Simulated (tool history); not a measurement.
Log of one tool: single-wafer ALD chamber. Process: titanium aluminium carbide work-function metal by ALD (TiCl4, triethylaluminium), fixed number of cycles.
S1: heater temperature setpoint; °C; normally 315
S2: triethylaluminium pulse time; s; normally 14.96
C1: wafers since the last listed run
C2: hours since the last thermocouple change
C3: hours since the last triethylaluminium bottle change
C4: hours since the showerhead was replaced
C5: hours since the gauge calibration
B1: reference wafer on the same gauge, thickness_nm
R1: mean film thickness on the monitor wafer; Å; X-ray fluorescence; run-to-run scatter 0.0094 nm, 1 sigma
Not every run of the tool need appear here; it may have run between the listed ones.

| run | hour | S1 | S2 | C1 | C2 | C3 | C4 | C5 | B1 | R1 |
|---|---|---|---|---|---|---|---|---|---|---|
| 1 | 0.0 | 308 | 14.96 | 0 | 898.2 | 414.9 | 3540.8 | 1202.6 | 2.290 | 20.27 |
| 2 | 48.0 | 308 | 14.96 | 318 | 946.2 | 462.9 | 3588.8 | 1250.6 | 2.292 | 20.28 |
| 3 | 108.5 | 308 | 14.96 | 401 | 1006.7 | 523.4 | 3649.3 | 1311.1 | 2.287 | 20.24 |
| 4 | 177.1 | 327 | 14.96 | 455 | 1075.3 | 592.0 | 3717.9 | 1379.7 | 2.290 | 21.71 |
| 5 | 213.2 | 327 | 14.96 | 239 | 1111.4 | 628.1 | 3754.0 | 1415.8 | 2.291 | 21.82 |
| 6 | 258.1 | 327 | 14.96 | 298 | 1156.3 | 673.0 | 3798.9 | 1460.7 | 2.290 | 21.87 |
| 7 | 337.6 | 319 | 14.96 | 527 | 1235.8 | 752.5 | 3878.4 | 1540.2 | 2.289 | 21.10 |
| 8 | 636.7 | 319 | 14.96 | 1986 | 1534.9 | 1051.6 | 4177.5 | 1839.3 | 2.293 | 20.92 |
|  | 663.7 | triethylaluminium bottle replaced |
| 9 | 743.0 | 319 | 14.96 | 652 | 1641.2 | 79.3 | 4283.8 | 1945.6 | 2.290 | 21.32 |
| 10 | 848.3 | 315 | 14.96 | 699 | 1746.5 | 184.6 | 4389.1 | 2050.9 | 2.290 | 20.84 |
|  | 886.3 | showerhead replaced |
| 11 | 923.5 | 315 | 14.96 | 446 | 1821.7 | 259.8 | 37.2 | 2126.1 | 2.291 | 20.69 |
| 12 | 999.2 | 315 | 14.96 | 502 | 1897.4 | 335.5 | 112.9 | 2201.8 | 2.291 | 20.77 |
| 13 | 1103.1 | 315 | 16.52 | 689 | 2001.3 | 439.4 | 216.8 | 2305.7 | 2.291 | 20.90 |
| 14 | 1205.0 | 322 | 12.20 | 676 | 2103.2 | 541.3 | 318.7 | 2407.6 | 2.289 | 21.25 |
| 15 | 1281.8 | 315 | 14.96 | 510 | 2180.0 | 618.1 | 395.5 | 2484.4 | 2.291 | 20.78 |
| 16 | 1404.7 | 315 | 14.96 | 816 | 2302.9 | 741.0 | 518.4 | 2607.3 | 2.289 | 20.52 |
|  | 1505.4 | gauge calibrated |
|  | 1538.0 | thermocouple changed; heater temperature recalibrated |
| 17 | 1712.4 | 315 | 14.96 | 1990 | 174.4 | 1048.7 | 826.1 | 207.0 | 2.289 | 20.56 |
| 18 | 1750.3 | 330 | 17.01 | 251 | 212.3 | 1086.6 | 864.0 | 244.9 | 2.290 | 22.04 |
| 19 | 1805.4 | 315 | 11.72 | 365 | 267.4 | 1141.7 | 919.1 | 300.0 | 2.289 | 19.61 |
|  | 1844.5 | triethylaluminium bottle replaced |
| 20 | 1899.1 | 323 | 10.04 | 569 | 361.1 | 54.6 | 1012.8 | 393.7 | 2.290 | 21.08 |
| 21 | 1935.6 | 315 | 10.52 | 242 | 397.6 | 91.1 | 1049.3 | 430.2 | 2.291 | 20.48 |
| 22 | 2031.6 | 315 | 14.96 | 637 | 493.6 | 187.1 | 1145.3 | 526.2 | 2.291 | 20.99 |
| 23 | 2354.6 | 315 | 12.65 | 2144 | 816.6 | 510.1 | 1468.3 | 849.2 | 2.292 | 20.70 |
| 24 | 2417.7 | 315 | 14.96 | 419 | 879.7 | 573.2 | 1531.4 | 912.3 | 2.292 | 20.86 |

What was the tool's hidden state at every run in the log?
wafer temperature above the value expected at the setpoint (K): 0 at every run
gauge reads high (%): 0 at every run
H1: triethylaluminium dose above that of a fresh bottle (%)
| run | H1 |
|---|---|
| 1 | -5.29 |
| 2 | -6.4 |
| 3 | -7.97 |
| 4 | -9.98 |
| 5 | -11.1 |
| 6 | -12.7 |
| 7 | -15.7 |
| 8 | -29.8 |
| 9 | -5.1 |
| 10 | -5.83 |
| 11 | -6.71 |
| 12 | -7.89 |
| 13 | -10 |
| 14 | -12.6 |
| 15 | -15 |
| 16 | -19.4 |
| 17 | -33.9 |
| 18 | -36 |
| 19 | -39.2 |
| 20 | -3.24 |
| 21 | -3.38 |
| 22 | -4.08 |
| 23 | -10 |
| 24 | -11.8 |

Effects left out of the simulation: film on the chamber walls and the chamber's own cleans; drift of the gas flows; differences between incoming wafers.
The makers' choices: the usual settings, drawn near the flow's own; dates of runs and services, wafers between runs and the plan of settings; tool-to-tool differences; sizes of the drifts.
